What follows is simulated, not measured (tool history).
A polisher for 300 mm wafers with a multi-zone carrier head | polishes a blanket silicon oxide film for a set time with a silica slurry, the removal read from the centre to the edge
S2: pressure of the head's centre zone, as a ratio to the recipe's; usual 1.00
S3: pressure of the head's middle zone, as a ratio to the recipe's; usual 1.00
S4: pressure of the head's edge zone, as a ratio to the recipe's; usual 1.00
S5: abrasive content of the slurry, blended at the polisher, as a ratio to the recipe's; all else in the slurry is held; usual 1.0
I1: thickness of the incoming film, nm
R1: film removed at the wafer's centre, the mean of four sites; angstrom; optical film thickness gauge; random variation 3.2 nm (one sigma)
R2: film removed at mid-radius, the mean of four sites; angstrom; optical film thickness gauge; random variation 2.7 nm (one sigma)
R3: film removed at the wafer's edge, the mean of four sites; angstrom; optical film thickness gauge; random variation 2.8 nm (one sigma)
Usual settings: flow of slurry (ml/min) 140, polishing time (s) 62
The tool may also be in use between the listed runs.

run 1 hour=0.0 | flow_of_slurry_(ml/min)=140 S2=1.00 S3=1.00 S4=1.00 S5=1.0 polishing_time_(s)=62 | I1=1734.0 | R1=2200 R2=2202 R3=2235
run 2 hour=29.8 | flow_of_slurry_(ml/min)=140 S2=1.00 S3=1.00 S4=1.00 S5=1.0 polishing_time_(s)=62 | I1=1737.0 | R1=2279 R2=2221 R3=2207
run 3 hour=64.3 | flow_of_slurry_(ml/min)=140 S2=1.00 S3=1.00 S4=1.00 S5=1.0 polishing_time_(s)=62 | I1=1733.5 | R1=2248 R2=2212 R3=2222
run 4 hour=99.7 | flow_of_slurry_(ml/min)=140 S2=1.00 S3=1.00 S4=1.00 S5=1.0 polishing_time_(s)=62 | I1=1717.6 | R1=2177 R2=2209 R3=2250
run 5 hour=125.3 | flow_of_slurry_(ml/min)=140 S2=1.00 S3=1.00 S4=1.00 S5=1.0 polishing_time_(s)=62 | I1=1723.4 | R1=2222 R2=2223 R3=2220
-- hour=157.4 worn pad replaced by a new one
run 6 hour=174.7 | flow_of_slurry_(ml/min)=140 S2=1.00 S3=1.00 S4=1.00 S5=1.0 polishing_time_(s)=62 | I1=1732.6 | R1=2191 R2=2158 R3=2142
run 7 hour=225.8 | flow_of_slurry_(ml/min)=140 S2=1.00 S3=1.00 S4=1.00 S5=1.0 polishing_time_(s)=62 | I1=1707.8 | R1=2195 R2=2148 R3=2219
-- hour=249.4 carrier head's membrane replaced by a new one
run 8 hour=274.2 | flow_of_slurry_(ml/min)=140 S2=1.00 S3=1.00 S4=1.00 S5=1.0 polishing_time_(s)=62 | I1=1708.7 | R1=2162 R2=2135 R3=2164
run 9 hour=324.3 | flow_of_slurry_(ml/min)=140 S2=1.00 S3=1.00 S4=1.00 S5=1.0 polishing_time_(s)=62 | I1=1733.7 | R1=2092 R2=2141 R3=2170
-- hour=331.9 worn pad replaced by a new one
-- hour=340.6 centre zone pressure recalibrated
run 10 hour=367.6 | flow_of_slurry_(ml/min)=140 S2=1.00 S3=1.00 S4=1.00 S5=1.0 polishing_time_(s)=62 | I1=1749.6 | R1=2130 R2=2118 R3=2217
-- hour=380.3 slurry nozzle cleaned
run 11 hour=427.6 | flow_of_slurry_(ml/min)=120 S2=1.09 S3=1.00 S4=1.08 S5=1.2 polishing_time_(s)=62 | I1=1744.8 | R1=2604 R2=2317 R3=2459
run 12 hour=465.4 | flow_of_slurry_(ml/min)=140 S2=1.00 S3=1.00 S4=1.00 S5=1.0 polishing_time_(s)=62 | I1=1732.3 | R1=2256 R2=2251 R3=2270
-- hour=470.1 worn pad replaced by a new one
run 13 hour=536.3 | flow_of_slurry_(ml/min)=140 S2=1.00 S3=1.00 S4=1.00 S5=1.0 polishing_time_(s)=62 | I1=1757.9 | R1=2258 R2=2260 R3=2241
-- hour=545.3 edge zone pressure recalibrated
run 14 hour=569.0 | flow_of_slurry_(ml/min)=125 S2=1.00 S3=1.00 S4=1.00 S5=1.0 polishing_time_(s)=62 | I1=1756.3 | R1=2138 R2=2140 R3=2204
run 15 hour=629.7 | flow_of_slurry_(ml/min)=140 S2=1.07 S3=1.00 S4=1.00 S5=1.0 polishing_time_(s)=62 | I1=1738.1 | R1=2433 R2=2232 R3=2245
-- hour=636.8 worn pad replaced by a new one
run 16 hour=683.3 | flow_of_slurry_(ml/min)=140 S2=1.00 S3=1.00 S4=0.93 S5=0.8 polishing_time_(s)=62 | I1=1740.9 | R1=1991 R2=2004 R3=1958
run 17 hour=748.5 | flow_of_slurry_(ml/min)=115 S2=1.00 S3=1.00 S4=1.00 S5=0.8 polishing_time_(s)=62 | I1=1744.0 | R1=1860 R2=1821 R3=1953
run 18 hour=808.0 | flow_of_slurry_(ml/min)=140 S2=0.89 S3=1.00 S4=1.00 S5=1.0 polishing_time_(s)=50 | I1=1697.9 | R1=1601 R2=1802 R3=1768

5 ways to go on from here, each from the tool as it stands after run 18. What would each give?
run A hour=808.4 | flow_of_slurry_(ml/min)=140 S2=1.00 S3=1.00 S4=1.00 S5=1.0 polishing_time_(s)=62 | I1=1721.2 | R1=? R2=? R3=?
run B hour=808.4 | flow_of_slurry_(ml/min)=105 S2=0.93 S3=1.00 S4=1.00 S5=1.2 polishing_time_(s)=80 | I1=1721.2 | R1=? R2=? R3=?
run C hour=808.4 | flow_of_slurry_(ml/min)=165 S2=1.00 S3=1.05 S4=1.00 S5=1.0 polishing_time_(s)=62 | I1=1721.2 | R1=? R2=? R3=?
run D hour=808.4 | flow_of_slurry_(ml/min)=140 S2=1.00 S3=1.05 S4=0.91 S5=1.0 polishing_time_(s)=62 | I1=1721.2 | R1=? R2=? R3=?
run E hour=808.4 | flow_of_slurry_(ml/min)=105 S2=1.00 S3=1.10 S4=1.00 S5=1.0 polishing_time_(s)=62 | I1=1721.2 | R1=? R2=? R3=?

run=A R1=2236 R2=2202 R3=2241
run=B R1=2594 R2=2792 R3=2932
run=C R1=2347 R2=2377 R3=2306
run=D R1=2237 R2=2279 R3=2142
run=E R1=2003 R2=2142 R3=2101
Without the tool's hidden state the same runs would have given:
run=A R1=2378 R2=2324 R3=2327
run=B R1=2823 R2=3003 R3=3077
run=C R1=2470 R2=2487 R3=2383
run=D R1=2378 R2=2405 R3=2225
run=E R1=2180 R2=2303 R3=2204
